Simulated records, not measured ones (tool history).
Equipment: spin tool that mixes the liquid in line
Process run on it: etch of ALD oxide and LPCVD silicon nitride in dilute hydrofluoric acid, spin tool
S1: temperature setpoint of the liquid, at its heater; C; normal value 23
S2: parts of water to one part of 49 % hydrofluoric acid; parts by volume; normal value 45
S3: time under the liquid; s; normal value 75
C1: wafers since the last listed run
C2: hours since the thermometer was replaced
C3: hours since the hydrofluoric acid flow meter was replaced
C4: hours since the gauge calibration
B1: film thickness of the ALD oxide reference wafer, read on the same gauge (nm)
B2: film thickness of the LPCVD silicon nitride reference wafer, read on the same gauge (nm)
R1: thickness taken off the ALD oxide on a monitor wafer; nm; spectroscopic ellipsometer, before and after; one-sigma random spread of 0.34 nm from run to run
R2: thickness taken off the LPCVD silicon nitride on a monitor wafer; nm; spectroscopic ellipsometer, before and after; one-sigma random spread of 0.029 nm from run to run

Run 1, hour 0: usual settings; C1 0; C2 896.5; C3 1586; C4 270; B1 69.98; B2 60.001. Result: R1 47.58 nm, R2 0.804 nm.
Run 2, hour 15.6: usual settings; C1 162; C2 912.1; C3 1601.6; C4 285.6; B1 69.98; B2 60.034. Result: R1 46.71 nm, R2 0.786 nm.
Run 3, hour 39.8: usual settings; C1 251; C2 936.3; C3 1625.8; C4 309.8; B1 69.99; B2 60.01. Result: R1 47.22 nm, R2 0.823 nm.
Run 4, hour 101.5: usual settings; C1 640; C2 998; C3 1687.5; C4 371.5; B1 70.01; B2 59.995. Result: R1 47.08 nm, R2 0.817 nm.
Run 5, hour 122.8: usual settings; C1 221; C2 1019.3; C3 1708.8; C4 392.8; B1 69.95; B2 59.971. Result: R1 46.69 nm, R2 0.788 nm.
Run 6, hour 154.7: usual settings but S1 22 C, S3 85 s; C1 331; C2 1051.2; C3 1740.7; C4 424.7; B1 70.01; B2 59.989. Result: R1 51.2 nm, R2 0.831 nm.
Run 7, hour 181.6: usual settings; C1 279; C2 1078.1; C3 1767.6; C4 451.6; B1 70; B2 59.955. Result: R1 47.04 nm, R2 0.787 nm.
Run 8, hour 199: usual settings but S2 60 parts by volume; C1 180; C2 1095.5; C3 1785; C4 469; B1 69.98; B2 60.023. Result: R1 34.72 nm, R2 0.56 nm.
At hour 206.3: thermometer replaced.
Run 9, hour 232.5: usual settings but S2 55 parts by volume; C1 337; C2 26.2; C3 1818.5; C4 502.5; B1 70.03; B2 60.02. Result: R1 37.74 nm, R2 0.66 nm.
Run 10, hour 263.3: usual settings but S2 55 parts by volume; C1 319; C2 57; C3 1849.3; C4 533.3; B1 69.99; B2 59.95. Result: R1 37.19 nm, R2 0.622 nm.
At hour 274.7: hydrofluoric acid flow meter replaced.
At hour 277.1: gauge calibrated.
Run 11, hour 293.2: usual settings but S1 28 C, S2 60 parts by volume, S3 115 s; C1 300; C2 86.9; C3 18.5; C4 16.1; B1 70.03; B2 59.991. Result: R1 71.42 nm, R2 1.376 nm.

The next listed run, before its measurement:
Run 12, hour 312.1: usual settings but S1 19.5 C, S2 35 parts by volume; C1 196; C2 105.8; C3 37.4; C4 35; B1 ?; B2 ?. Result: R1 ?, R2 ?.

B1: 70
B2: 60.004
R1: 57.84 nm
R2: 0.887 nm
Without the tool's hidden state the same run would have given R1 58.81 nm, R2 0.901 nm.
